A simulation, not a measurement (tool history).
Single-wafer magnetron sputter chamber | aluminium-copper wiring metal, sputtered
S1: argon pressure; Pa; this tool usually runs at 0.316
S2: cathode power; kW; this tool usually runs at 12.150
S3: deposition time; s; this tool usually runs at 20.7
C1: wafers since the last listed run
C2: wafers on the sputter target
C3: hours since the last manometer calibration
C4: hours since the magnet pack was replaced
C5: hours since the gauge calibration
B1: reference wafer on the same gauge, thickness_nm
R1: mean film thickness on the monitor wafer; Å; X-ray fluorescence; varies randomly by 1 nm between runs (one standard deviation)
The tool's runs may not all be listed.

{"run": 1, "day": 0.0, "S1": 0.316, "S2": 9.75, "S3": 18.8, "C1": 0, "C2": 644, "C3": 775.0, "C4": 2678.1, "C5": 230.5, "B1": 426.864, "R1": 3809.54}
{"run": 2, "day": 9.758, "S1": 0.241, "S2": 12.15, "S3": 20.7, "C1": 8148, "C2": 8792, "C3": 1009.2, "C4": 2912.3, "C5": 464.7, "B1": 427.191, "R1": 4954.42}
{"run": 3, "day": 13.758, "S1": 0.316, "S2": 12.15, "S3": 20.7, "C1": 3340, "C2": 12133, "C3": 1105.2, "C4": 3008.3, "C5": 560.7, "B1": 426.937, "R1": 4802.65}
{"run": 4, "day": 17.942, "S1": 0.316, "S2": 13.4, "S3": 20.7, "C1": 3493, "C2": 15626, "C3": 1205.6, "C4": 3108.7, "C5": 661.1, "B1": 426.951, "R1": 5108.06}
{"day": 20.725, "done": "sputter target and shields replaced"}
{"run": 5, "day": 22.292, "S1": 0.316, "S2": 13.4, "S3": 20.7, "C1": 3354, "C2": 1307, "C3": 1310.0, "C4": 3213.1, "C5": 765.5, "B1": 426.919, "R1": 5188.53}
{"run": 6, "day": 24.771, "S1": 0.316, "S2": 12.15, "S3": 20.7, "C1": 2070, "C2": 3377, "C3": 1369.5, "C4": 3272.6, "C5": 825.0, "B1": 427.107, "R1": 4846.95}
{"run": 7, "day": 29.25, "S1": 0.316, "S2": 12.15, "S3": 20.7, "C1": 3740, "C2": 7118, "C3": 1477.0, "C4": 3380.1, "C5": 932.5, "B1": 427.037, "R1": 4812.79}
{"run": 8, "day": 32.854, "S1": 0.316, "S2": 12.15, "S3": 20.7, "C1": 3009, "C2": 10127, "C3": 1563.5, "C4": 3466.6, "C5": 1019.0, "B1": 426.873, "R1": 4787.35}
{"run": 9, "day": 35.204, "S1": 0.316, "S2": 12.15, "S3": 20.7, "C1": 1962, "C2": 12089, "C3": 1619.9, "C4": 3523.0, "C5": 1075.4, "B1": 426.795, "R1": 4794.3}
{"run": 10, "day": 37.975, "S1": 0.316, "S2": 12.15, "S3": 20.7, "C1": 2313, "C2": 14403, "C3": 1686.4, "C4": 3589.5, "C5": 1141.9, "B1": 426.988, "R1": 4781.0}
{"day": 39.892, "done": "sputter target and shields replaced"}
{"day": 42.892, "done": "magnet pack replaced"}
{"run": 11, "day": 43.871, "S1": 0.316, "S2": 12.15, "S3": 20.7, "C1": 4366, "C2": 3043, "C3": 1827.9, "C4": 23.5, "C5": 1283.4, "B1": 427.226, "R1": 4851.98}
{"run": 12, "day": 45.821, "S1": 0.316, "S2": 12.15, "S3": 20.7, "C1": 1628, "C2": 4672, "C3": 1874.7, "C4": 70.3, "C5": 1330.2, "B1": 427.21, "R1": 4848.5}
{"run": 13, "day": 49.658, "S1": 0.316, "S2": 12.15, "S3": 20.7, "C1": 3204, "C2": 7876, "C3": 1966.8, "C4": 162.4, "C5": 1422.3, "B1": 427.035, "R1": 4817.06}

Run 14 comes next. What will it give?
{"run": 14, "day": 51.179, "S1": 0.316, "S2": 12.15, "S3": 20.7, "C1": 1269, "C2": 9146, "C3": 2003.3, "C4": 198.9, "C5": 1458.8, "B1": "?", "R1": "?"}

B1: 426.980
R1: 4821.46 Å
If the tool had no hidden condition, the same run with the same run-to-run variation would have returned R1 4871.27 Å.
